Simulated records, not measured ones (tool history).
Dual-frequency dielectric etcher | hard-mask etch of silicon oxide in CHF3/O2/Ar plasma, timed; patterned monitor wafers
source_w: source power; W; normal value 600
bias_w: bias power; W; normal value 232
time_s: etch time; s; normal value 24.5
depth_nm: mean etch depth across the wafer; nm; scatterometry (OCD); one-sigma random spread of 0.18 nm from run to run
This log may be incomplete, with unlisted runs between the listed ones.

run     day  source_w  bias_w  time_s  wafers since the last listed run  hours since the last wet clean  hours since the last source power generator calibration  hours since the last bias power generator calibration  hours since the last upper electrode change  hours since the gauge calibration  read-back reference wafer on the same gauge, depth_nm  depth_nm
  1   0.000       600     232    24.5                                 0                           130.0                                                   3032.2                                                 4182.6                                       2598.4                              337.3                                                   42.7      49.5
  2   1.204       600     232    24.5                               617                           158.9                                                   3061.1                                                 4211.5                                       2627.3                              366.2                                                   42.6      49.7
  3   2.558       600     232    24.5                               694                           191.4                                                   3093.6                                                 4244.0                                       2659.8                              398.7                                                   42.5      49.7
  4   5.538       600     232    24.5                              1526                           262.9                                                   3165.1                                                 4315.5                                       2731.3                              470.2                                                   42.4      49.7
      5.942  -- gauge calibrated
  5   8.408       600     232    24.5                              1471                           331.8                                                   3234.0                                                 4384.4                                       2800.2                               59.2                                                   43.1      50.2
  6   9.592       600     232    24.5                               606                           360.2                                                   3262.4                                                 4412.8                                       2828.6                               87.6                                                   43.0      50.1
     10.917  -- wet clean of the chamber
  7  12.225       600     232    24.5                               837                            31.4                                                   3325.6                                                 4476.0                                       2891.8                              150.8                                                   43.0      50.1
     12.654  -- source power generator calibrated
     14.104  -- upper electrode replaced
  8  14.125       600     232    24.5                               375                            77.0                                                     35.3                                                 4521.6                                          0.5                              196.4                                                   42.9      50.2
  9  14.938       600     232    24.5                               416                            96.5                                                     54.8                                                 4541.1                                         20.0                              215.9                                                   42.8      49.9
 10  17.817       670     211    30.0                              1475                           165.6                                                    123.9                                                 4610.2                                         89.1                              285.0                                                   42.7      63.7
     19.804  -- bias power generator calibrated
 11  20.338       670     232    24.5                              1206                           226.1                                                    184.4                                                   12.8                                        149.6                              345.5                                                   42.6      52.7
     22.175  -- gauge calibrated
 12  22.779       640     273    20.5                              1251                           284.7                                                    243.0                                                   71.4                                        208.2                               14.5                                                   43.3      45.6
 13  23.950       600     261    30.0                               600                           312.8                                                    271.1                                                   99.5                                        236.3                               42.6                                                   43.3      63.6
 14  26.542       600     232    24.5                              1328                           375.0                                                    333.3                                                  161.7                                        298.5                              104.8                                                   43.2      50.4
     27.700  -- wet clean of the chamber
 15  28.042       450     207    24.5                               256                             8.2                                                    369.3                                                  197.7                                        334.5                              140.8                                                   43.1      40.6
 16  29.117       690     258    18.5                               550                            34.0                                                    395.1                                                  223.5                                        360.3                              166.6                                                   43.1      42.3
 17  31.029       550     232    24.5                               980                            79.9                                                    441.0                                                  269.4                                        406.2                              212.5                                                   43.0      47.6
 18  32.275       600     232    27.5                               638                           109.8                                                    470.9                                                  299.3                                        436.1                              242.4                                                   43.0      56.3
 19  35.008       600     232    24.5                              1400                           175.4                                                    536.5                                                  364.9                                        501.7                              308.0                                                   42.8      49.9

Hidden state at the last listed run before each entry between runs and at the first one after, where it differs:
Logged between run 4 and run 5: gauge calibrated (day 5.942)
  gauge reads high (%): -2.06 -> -0.459
  measured result minus the result with no hidden state, depth_nm: -1.0 -> -0.3 nm
Logged between run 6 and run 7: wet clean of the chamber (day 10.917)
  gauge reads high (%): -0.573 -> -0.826
  measured result minus the result with no hidden state, depth_nm: -0.3 -> -0.4 nm
Logged between run 7 and run 8: source power generator calibrated (day 12.654); upper electrode replaced (day 14.104)
  gauge reads high (%): -0.826 -> -1.01
  measured result minus the result with no hidden state, depth_nm: -0.4 -> -0.5 nm
Logged between run 10 and run 11: bias power generator calibrated (day 19.804)
  gauge reads high (%): -1.36 -> -1.6
  measured result minus the result with no hidden state, depth_nm: -0.9 -> -0.8 nm
Logged between run 11 and run 12: gauge calibrated (day 22.175)
  gauge reads high (%): -1.6 -> 0.0948
  measured result minus the result with no hidden state, depth_nm: -0.8 -> +0.0 nm
Logged between run 14 and run 15: wet clean of the chamber (day 27.700)
  gauge reads high (%): -0.266 -> -0.41
  measured result minus the result with no hidden state, depth_nm: -0.1 -> -0.2 nm
